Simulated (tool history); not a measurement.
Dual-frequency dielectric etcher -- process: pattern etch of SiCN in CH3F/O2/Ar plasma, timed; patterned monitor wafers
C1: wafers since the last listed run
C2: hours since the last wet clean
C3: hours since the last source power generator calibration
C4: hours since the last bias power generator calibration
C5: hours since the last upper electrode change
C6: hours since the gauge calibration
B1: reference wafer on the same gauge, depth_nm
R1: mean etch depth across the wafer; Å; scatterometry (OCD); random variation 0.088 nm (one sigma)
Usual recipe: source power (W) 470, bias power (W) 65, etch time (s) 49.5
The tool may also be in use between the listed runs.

Run 1, day 0: usual settings; C1 0; C2 266.2; C3 3522.7; C4 2402.3; C5 5877.5; C6 641.6; B1 19.92. Result: R1 184.3 Å.
Run 2, day 0.896: usual settings but source power (W) 410; C1 318; C2 287.7; C3 3544.2; C4 2423.8; C5 5899; C6 663.1; B1 19.84. Result: R1 171.2 Å.
At day 2.796: upper electrode replaced.
Run 3, day 2.817: usual settings but source power (W) 410; C1 327; C2 333.8; C3 3590.3; C4 2469.9; C5 0.5; C6 709.2; B1 19.89. Result: R1 170.5 Å.
Run 4, day 2.838: usual settings; C1 7; C2 334.3; C3 3590.8; C4 2470.4; C5 1; C6 709.7; B1 19.86. Result: R1 182.8 Å.
Run 5, day 4.217: usual settings but bias power (W) 57; C1 490; C2 367.4; C3 3623.9; C4 2503.5; C5 34.1; C6 742.8; B1 19.88. Result: R1 173.7 Å.
Run 6, day 5.133: usual settings but bias power (W) 57; C1 325; C2 389.4; C3 3645.9; C4 2525.5; C5 56.1; C6 764.8; B1 19.92. Result: R1 171.6 Å.
At day 6.129: source power generator calibrated.
Run 7, day 7.846: usual settings but bias power (W) 57; C1 905; C2 454.5; C3 41.2; C4 2590.6; C5 121.2; C6 829.9; B1 19.87. Result: R1 172 Å.
Run 8, day 9.196: usual settings; C1 480; C2 486.9; C3 73.6; C4 2623; C5 153.6; C6 862.3; B1 19.91. Result: R1 184.7 Å.
Run 9, day 10.529: usual settings but source power (W) 360, bias power (W) 78, etch time (s) 38; C1 474; C2 518.9; C3 105.6; C4 2655; C5 185.6; C6 894.3; B1 19.85. Result: R1 134.3 Å.
Run 10, day 11.846: usual settings but bias power (W) 57; C1 468; C2 550.5; C3 137.2; C4 2686.6; C5 217.2; C6 925.9; B1 19.91. Result: R1 171.2 Å.
Run 11, day 12.754: usual settings but source power (W) 390; C1 322; C2 572.3; C3 159; C4 2708.4; C5 239; C6 947.7; B1 19.88. Result: R1 165.4 Å.
Run 12, day 13.638: usual settings but bias power (W) 49; C1 314; C2 593.5; C3 180.2; C4 2729.6; C5 260.2; C6 968.9; B1 19.88. Result: R1 158.2 Å.
At day 15.425: wet clean of the chamber.
Run 13, day 15.446: usual settings but bias power (W) 52; C1 287; C2 0.5; C3 223.6; C4 2773; C5 303.6; C6 1012.3; B1 19.85. Result: R1 162.9 Å.
Run 14, day 15.671: usual settings but etch time (s) 62; C1 80; C2 5.9; C3 229; C4 2778.4; C5 309; C6 1017.7; B1 19.87. Result: R1 232 Å.
At day 16.421: gauge calibrated.
Run 15, day 16.758: usual settings but source power (W) 530, bias power (W) 51; C1 386; C2 32; C3 255.1; C4 2804.5; C5 335.1; C6 8.1; B1 19.91. Result: R1 172.8 Å.

The next listed run, before its measurement:
Run 16, day 17.354: usual settings but bias power (W) 55, etch time (s) 36; C1 211; C2 46.3; C3 269.4; C4 2818.8; C5 349.4; C6 22.4; B1 ?. Result: R1 ?.

B1: 19.9
R1: 121.2 Å
With no hidden state in the tool, this same run would have given R1 121.2 Å.
